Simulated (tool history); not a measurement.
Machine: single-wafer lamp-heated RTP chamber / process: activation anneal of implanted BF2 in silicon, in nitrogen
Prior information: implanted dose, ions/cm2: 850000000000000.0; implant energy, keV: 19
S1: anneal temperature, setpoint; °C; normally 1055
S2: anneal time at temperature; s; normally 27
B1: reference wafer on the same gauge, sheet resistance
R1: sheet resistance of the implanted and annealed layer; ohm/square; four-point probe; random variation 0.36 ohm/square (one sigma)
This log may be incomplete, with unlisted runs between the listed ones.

run 1 hour=0 | S1=1055 S2=34 | B1=158.5 | R1=137.01
-- hour=78.8 pyrometer window cleaned and pyrometer calibrated
run 2 hour=93.8 | S1=1055 S2=34 | B1=158.24 | R1=136.04
run 3 hour=287.8 | S1=1055 S2=34 | B1=158.23 | R1=136.43
run 4 hour=347.6 | S1=1055 S2=39 | B1=158.14 | R1=134.26
-- hour=417.4 pyrometer window cleaned and pyrometer calibrated
run 5 hour=450.1 | S1=1031 S2=27 | B1=158.02 | R1=149.48
-- hour=497.5 reflector plate cleaned
-- hour=692.3 pyrometer window cleaned and pyrometer calibrated
run 6 hour=760.2 | S1=1031 S2=27 | B1=157.9 | R1=150.4
-- hour=789.4 gauge calibrated
run 7 hour=835.2 | S1=1055 S2=27 | B1=161.46 | R1=142.53
run 8 hour=912.3 | S1=1055 S2=27 | B1=160.99 | R1=141.94
run 9 hour=978.2 | S1=1055 S2=27 | B1=160.9 | R1=141.13
-- hour=1035.2 pyrometer window cleaned and pyrometer calibrated
run 10 hour=1037.3 | S1=1070 S2=23 | B1=160.44 | R1=137
run 11 hour=1125.1 | S1=1055 S2=20 | B1=160.26 | R1=144.34
-- hour=1151.9 reflector plate cleaned
run 12 hour=1182.3 | S1=1067 S2=27 | B1=159.96 | R1=135.53
run 13 hour=1273.4 | S1=1067 S2=37 | B1=159.7 | R1=130.99
-- hour=1305 pyrometer window cleaned and pyrometer calibrated
run 14 hour=1354.5 | S1=1055 S2=27 | B1=159.56 | R1=140.32
run 15 hour=1450.5 | S1=1035 S2=13 | B1=159.41 | R1=161.23
run 16 hour=1520.6 | S1=1055 S2=27 | B1=159.32 | R1=140.28

Measured result minus the same run's result without the hidden state. Both carry the same run-to-run variation, though not necessarily the same gauge scatter:
Hidden state present: true wafer temperature minus pyrometer reading, K; wafer temperature error from the tarnished reflector plate, K; gauge reads high (%).
run=1 R1=-2.13
run=2 R1=-2.23
run=3 R1=-2.43
run=4 R1=-2.44
run=5 R1=-2.79
run=6 R1=-2.98
run=7 R1=+0.41
run=8 R1=+0.05
run=9 R1=-0.21
run=10 R1=-0.41
run=11 R1=-0.72
run=12 R1=-0.84
run=13 R1=-1.02
run=14 R1=-1.26
run=15 R1=-1.66
run=16 R1=-1.56

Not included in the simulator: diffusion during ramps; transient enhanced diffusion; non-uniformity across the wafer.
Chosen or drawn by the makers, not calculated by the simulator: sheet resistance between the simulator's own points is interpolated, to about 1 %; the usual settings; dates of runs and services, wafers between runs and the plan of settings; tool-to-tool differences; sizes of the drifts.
